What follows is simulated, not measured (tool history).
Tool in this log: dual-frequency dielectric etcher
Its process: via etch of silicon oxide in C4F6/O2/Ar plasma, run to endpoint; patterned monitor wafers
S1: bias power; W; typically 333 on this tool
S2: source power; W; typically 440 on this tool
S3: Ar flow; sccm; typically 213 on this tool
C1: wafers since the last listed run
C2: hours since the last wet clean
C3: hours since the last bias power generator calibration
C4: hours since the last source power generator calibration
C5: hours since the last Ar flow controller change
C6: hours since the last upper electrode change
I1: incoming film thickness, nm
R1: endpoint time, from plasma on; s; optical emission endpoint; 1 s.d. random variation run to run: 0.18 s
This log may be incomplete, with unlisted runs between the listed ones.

run 1 hour=0.0 | S1=281 S2=440 S3=213 | C1=0 C2=262.9 C3=3685.5 C4=2187.9 C5=5090.9 C6=5047.5 | I1=102.2 | R1=24.4
run 2 hour=35.4 | S1=281 S2=440 S3=213 | C1=352 C2=298.3 C3=3720.9 C4=2223.3 C5=5126.3 C6=5082.9 | I1=102.5 | R1=23.8
run 3 hour=56.2 | S1=281 S2=440 S3=213 | C1=207 C2=319.1 C3=3741.7 C4=2244.1 C5=5147.1 C6=5103.7 | I1=101.2 | R1=24.0
run 4 hour=90.2 | S1=287 S2=440 S3=213 | C1=338 C2=353.1 C3=3775.7 C4=2278.1 C5=5181.1 C6=5137.7 | I1=100.8 | R1=23.8
run 5 hour=107.1 | S1=287 S2=440 S3=213 | C1=168 C2=370.0 C3=3792.6 C4=2295.0 C5=5198.0 C6=5154.6 | I1=101.1 | R1=23.9
run 6 hour=121.5 | S1=287 S2=440 S3=213 | C1=143 C2=384.4 C3=3807.0 C4=2309.4 C5=5212.4 C6=5169.0 | I1=102.4 | R1=23.9
-- hour=140.8 bias power generator calibrated
run 7 hour=141.3 | S1=333 S2=440 S3=189 | C1=157 C2=404.2 C3=0.5 C4=2329.2 C5=5232.2 C6=5188.8 | I1=103.3 | R1=23.1
-- hour=183.6 wet clean of the chamber
-- hour=198.4 upper electrode replaced
run 8 hour=198.9 | S1=308 S2=370 S3=229 | C1=187 C2=15.3 C3=58.1 C4=2386.8 C5=5289.8 C6=0.5 | I1=101.9 | R1=25.3
run 9 hour=200.7 | S1=333 S2=490 S3=213 | C1=17 C2=17.1 C3=59.9 C4=2388.6 C5=5291.6 C6=2.3 | I1=101.5 | R1=22.0
-- hour=208.6 source power generator calibrated
run 10 hour=229.7 | S1=333 S2=440 S3=213 | C1=249 C2=46.1 C3=88.9 C4=21.1 C5=5320.6 C6=31.3 | I1=102.7 | R1=23.1
-- hour=238.2 Ar flow controller replaced
run 11 hour=253.4 | S1=260 S2=340 S3=213 | C1=176 C2=69.8 C3=112.6 C4=44.8 C5=15.2 C6=55.0 | I1=102.1 | R1=27.5
run 12 hour=283.7 | S1=333 S2=540 S3=234 | C1=302 C2=100.1 C3=142.9 C4=75.1 C5=45.5 C6=85.3 | I1=102.3 | R1=21.4
run 13 hour=346.7 | S1=357 S2=440 S3=213 | C1=628 C2=163.1 C3=205.9 C4=138.1 C5=108.5 C6=148.3 | I1=100.9 | R1=22.4
run 14 hour=367.1 | S1=374 S2=350 S3=236 | C1=203 C2=183.5 C3=226.3 C4=158.5 C5=128.9 C6=168.7 | I1=103.0 | R1=24.9

5 ways to go on from here, each from the tool as it stands after run 14. What would each give?
run A hour=367.5 | S1=333 S2=440 S3=213 | C1=3 C2=183.9 C3=226.7 C4=158.9 C5=129.3 C6=169.1 | I1=101.8 | R1=?
run B hour=367.5 | S1=271 S2=520 S3=189 | C1=3 C2=183.9 C3=226.7 C4=158.9 C5=129.3 C6=169.1 | I1=101.8 | R1=?
run C hour=367.5 | S1=261 S2=500 S3=228 | C1=3 C2=183.9 C3=226.7 C4=158.9 C5=129.3 C6=169.1 | I1=101.8 | R1=?
run D hour=367.5 | S1=372 S2=440 S3=213 | C1=3 C2=183.9 C3=226.7 C4=158.9 C5=129.3 C6=169.1 | I1=101.8 | R1=?
run E hour=367.5 | S1=333 S2=500 S3=213 | C1=3 C2=183.9 C3=226.7 C4=158.9 C5=129.3 C6=169.1 | I1=101.8 | R1=?

run=A R1=23.0
run=B R1=22.5
run=C R1=23.4
run=D R1=22.3
run=E R1=21.8
Stripped of hidden state, with their random variation kept, the same runs would have yielded:
run=A R1=23.0
run=B R1=22.5
run=C R1=23.4
run=D R1=22.3
run=E R1=21.8
